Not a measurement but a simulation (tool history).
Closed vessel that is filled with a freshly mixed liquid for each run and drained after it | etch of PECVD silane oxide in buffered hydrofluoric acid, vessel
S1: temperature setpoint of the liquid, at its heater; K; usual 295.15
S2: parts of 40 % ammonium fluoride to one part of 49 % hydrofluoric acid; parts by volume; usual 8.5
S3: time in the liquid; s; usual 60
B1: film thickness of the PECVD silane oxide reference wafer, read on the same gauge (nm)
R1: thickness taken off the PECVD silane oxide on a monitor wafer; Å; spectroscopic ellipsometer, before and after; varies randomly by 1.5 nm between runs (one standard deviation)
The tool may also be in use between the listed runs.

run     day      S1    S2  S3     B1      R1
  1   0.000  295.15   8.5  60  50.01  2123.1
  2   1.817  298.15   8.5  60  50.01  2530.9
      8.900  -- gauge calibrated
  3  13.017  298.15   8.5  60  49.99  2512.6
  4  14.904  298.15   8.5  60  50.01  2486.0
  5  18.133  295.15   8.5  60  50.00  2131.4
  6  20.650  295.15   8.5  60  50.01  2099.8
  7  22.975  295.15   8.5  60  49.98  2125.4
  8  27.188  295.15   8.5  60  49.99  2128.3
  9  31.475  295.15   8.5  60  50.00  2112.7
 10  33.133  297.65  10.5  60  50.01  2038.6
 11  35.017  295.15  10.0  60  50.01  1850.4
     44.275  -- hydrofluoric acid flow meter replaced
 12  45.388  295.15  10.0  60  50.01  1957.9
 13  48.017  293.65   6.5  40  50.01  1804.7
 14  51.925  293.65  10.0  30  50.00   894.1
 15  55.846  295.15   8.5  60  49.98  2224.5
     56.154  -- gauge calibrated
 16  59.638  291.15   5.5  30  49.99  1353.6
 17  63.371  293.15  11.0  40  50.00  1063.0
     64.612  -- thermometer replaced
 18  66.983  299.15   7.0  70  50.00  3985.1
 19  70.583  293.65  10.0  30  49.98   891.5
 20  72.112  299.65  10.0  50  50.02  2051.5
 21  75.188  297.15   9.5  90  50.00  3421.1
 22  78.679  298.15   7.0  40  50.00  2103.0
 23  82.362  297.65   8.5  30  49.99  1261.2
 24  85.625  299.15   5.5  30  50.01  2035.3

Consider 5 possible next runs. They are alternatives, not a sequence: every one starts from the tool as it was left by run 24. What does each give?
  A  85.654  295.15   8.5  60   ?   ?
  B  85.654  292.15   8.5  60   ?   ?
  C  85.654  295.15   5.0  60   ?   ?
  D  85.654  295.15  11.0  60   ?   ?
  E  85.654  296.65  12.0  85   ?   ?

run     B1      R1
  A  50.01  2161.3
  B  50.01  1828.3
  C  50.01  3584.2
  D  50.01  1738.5
  E  50.01  2456.8
Without the tool's hidden state the same runs would have given:
run      R1
  A  2238.2
  B  1893.3
  C  3682.6
  D  1794.0
  E  2535.2

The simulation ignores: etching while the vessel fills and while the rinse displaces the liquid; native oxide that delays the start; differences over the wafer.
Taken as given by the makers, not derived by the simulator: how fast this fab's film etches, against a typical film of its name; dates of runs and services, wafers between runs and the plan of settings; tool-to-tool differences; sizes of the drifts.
